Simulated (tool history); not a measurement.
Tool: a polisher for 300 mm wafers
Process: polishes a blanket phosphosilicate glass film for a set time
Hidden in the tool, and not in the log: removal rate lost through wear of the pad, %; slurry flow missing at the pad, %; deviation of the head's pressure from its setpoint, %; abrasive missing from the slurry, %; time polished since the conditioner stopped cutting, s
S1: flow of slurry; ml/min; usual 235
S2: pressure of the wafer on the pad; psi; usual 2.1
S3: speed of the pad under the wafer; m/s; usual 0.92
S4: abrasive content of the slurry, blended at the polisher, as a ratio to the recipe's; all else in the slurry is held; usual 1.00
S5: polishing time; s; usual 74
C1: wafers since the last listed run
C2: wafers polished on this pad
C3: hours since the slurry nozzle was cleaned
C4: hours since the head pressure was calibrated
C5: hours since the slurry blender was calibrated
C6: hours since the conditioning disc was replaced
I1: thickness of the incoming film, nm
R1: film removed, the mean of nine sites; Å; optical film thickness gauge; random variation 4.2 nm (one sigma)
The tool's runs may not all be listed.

| run | day | S1 | S2 | S3 | S4 | S5 | C1 | C2 | C3 | C4 | C5 | C6 | I1 | R1 |
|---|---|---|---|---|---|---|---|---|---|---|---|---|---|---|
| 1 | 0.000 | 235 | 2.6 | 0.92 | 1.00 | 74 | 0 | 2018 | 64.4 | 55.5 | 43.2 | 350.4 | 3353.7 | 5196 |
| 2 | 0.900 | 170 | 2.1 | 1.18 | 1.00 | 74 | 272 | 2290 | 86.0 | 77.1 | 64.8 | 372.0 | 3358.6 | 5206 |
|  | 1.600 | worn pad replaced by a new one |
| 3 | 2.004 | 170 | 2.1 | 1.18 | 1.00 | 74 | 283 | 122 | 112.5 | 103.6 | 91.3 | 398.5 | 3387.4 | 5171 |
| 4 | 3.275 | 235 | 2.1 | 0.92 | 1.00 | 74 | 384 | 507 | 143.0 | 134.1 | 121.8 | 429.0 | 3349.9 | 4397 |
| 5 | 4.017 | 235 | 2.1 | 0.92 | 1.00 | 74 | 224 | 732 | 160.8 | 151.9 | 139.6 | 446.8 | 3325.6 | 4329 |
| 6 | 5.388 | 235 | 2.1 | 0.92 | 1.00 | 74 | 415 | 1147 | 193.7 | 184.8 | 172.5 | 479.7 | 3377.8 | 4434 |
| 7 | 5.971 | 235 | 2.7 | 0.92 | 1.00 | 74 | 176 | 1324 | 207.7 | 198.8 | 186.5 | 493.7 | 3354.3 | 5208 |
| 8 | 6.617 | 235 | 2.1 | 1.02 | 1.00 | 74 | 195 | 1519 | 223.2 | 214.3 | 202.0 | 509.2 | 3344.9 | 4628 |
| 9 | 8.079 | 235 | 2.1 | 0.92 | 1.00 | 74 | 442 | 1962 | 258.3 | 249.4 | 237.1 | 544.3 | 3366.8 | 4288 |
| 10 | 8.629 | 235 | 2.1 | 0.92 | 1.00 | 74 | 166 | 2129 | 271.5 | 262.6 | 250.3 | 557.5 | 3360.1 | 4307 |
| 11 | 9.571 | 235 | 2.1 | 0.92 | 1.00 | 74 | 285 | 2414 | 294.1 | 285.2 | 272.9 | 580.1 | 3387.4 | 4333 |
|  | 10.475 | conditioning disc replaced and pad reconditioned |
| 12 | 10.688 | 235 | 2.1 | 0.92 | 1.00 | 74 | 312 | 2727 | 320.9 | 312.0 | 299.7 | 5.1 | 3355.0 | 4298 |
|  | 11.383 | worn pad replaced by a new one, of another model than before |
| 13 | 12.112 | 235 | 2.1 | 0.92 | 1.00 | 74 | 381 | 220 | 355.1 | 346.2 | 333.9 | 39.3 | 3347.3 | 4183 |
| 14 | 13.479 | 280 | 2.1 | 1.20 | 1.30 | 74 | 413 | 634 | 387.9 | 379.0 | 366.7 | 72.1 | 3423.7 | 6005 |
| 15 | 14.942 | 235 | 2.1 | 0.92 | 1.00 | 74 | 442 | 1077 | 423.0 | 414.1 | 401.8 | 107.2 | 3387.4 | 4096 |
|  | 16.229 | slurry nozzle cleaned |
| 16 | 16.396 | 265 | 2.1 | 0.72 | 1.00 | 93 | 427 | 1505 | 4.0 | 449.0 | 436.7 | 142.1 | 3396.5 | 4070 |
| 17 | 17.012 | 255 | 1.5 | 0.92 | 0.80 | 74 | 186 | 1692 | 18.8 | 463.8 | 451.5 | 156.9 | 3433.8 | 2630 |
| 18 | 17.717 | 235 | 2.1 | 0.92 | 0.80 | 97 | 213 | 1905 | 35.7 | 480.7 | 468.4 | 173.8 | 3354.4 | 4873 |
|  | 18.333 | slurry blender recalibrated |
|  | 18.904 | head pressure recalibrated |
|  | 19.146 | worn pad replaced by a new one |
| 19 | 19.167 | 235 | 2.1 | 1.20 | 1.25 | 87 | 338 | 5 | 70.5 | 6.3 | 20.0 | 208.6 | 3362.8 | 7522 |
| 20 | 19.808 | 295 | 2.8 | 0.92 | 1.00 | 74 | 194 | 200 | 85.9 | 21.7 | 35.4 | 224.0 | 3395.5 | 6077 |
| 21 | 21.079 | 235 | 2.1 | 0.92 | 1.00 | 74 | 384 | 585 | 116.4 | 52.2 | 65.9 | 254.5 | 3393.4 | 4497 |
| 22 | 21.804 | 235 | 1.4 | 1.22 | 0.70 | 56 | 219 | 804 | 133.8 | 69.6 | 83.3 | 271.9 | 3382.3 | 2490 |
| 23 | 22.958 | 280 | 2.1 | 0.92 | 1.10 | 74 | 349 | 1154 | 161.5 | 97.3 | 111.0 | 299.6 | 3337.5 | 4698 |
| 24 | 26.250 | 235 | 2.1 | 0.92 | 0.90 | 74 | 996 | 2151 | 240.5 | 176.3 | 190.0 | 378.6 | 3386.1 | 4202 |
| 25 | 26.808 | 235 | 1.6 | 0.92 | 1.30 | 83 | 169 | 2320 | 253.9 | 189.7 | 203.4 | 392.0 | 3318.8 | 4261 |
|  | 28.004 | worn pad replaced by a new one |
| 26 | 28.233 | 235 | 2.1 | 0.92 | 1.00 | 55 | 381 | 69 | 288.1 | 223.9 | 237.6 | 426.2 | 3343.3 | 3230 |

4 ways to go on from here, each from the tool as it stands after run 26. What would each give?
| A | 28.250 | 235 | 2.1 | 0.92 | 1.00 | 74 | 5 | 74 | 288.5 | 224.3 | 238.0 | 426.6 | 3369.2 | ? |
| B | 28.250 | 235 | 1.5 | 0.92 | 1.00 | 74 | 5 | 74 | 288.5 | 224.3 | 238.0 | 426.6 | 3369.2 | ? |
| C | 28.250 | 260 | 2.1 | 0.68 | 1.00 | 74 | 5 | 74 | 288.5 | 224.3 | 238.0 | 426.6 | 3369.2 | ? |
| D | 28.250 | 235 | 2.1 | 0.92 | 1.00 | 95 | 5 | 74 | 288.5 | 224.3 | 238.0 | 426.6 | 3369.2 | ? |

| run | R1 |
|---|---|
| A | 4363 |
| B | 3116 |
| C | 3234 |
| D | 5601 |
Without the tool's hidden state the same runs would have given:
| run | R1 |
|---|---|
| A | 4523 |
| B | 3231 |
| C | 3353 |
| D | 5806 |
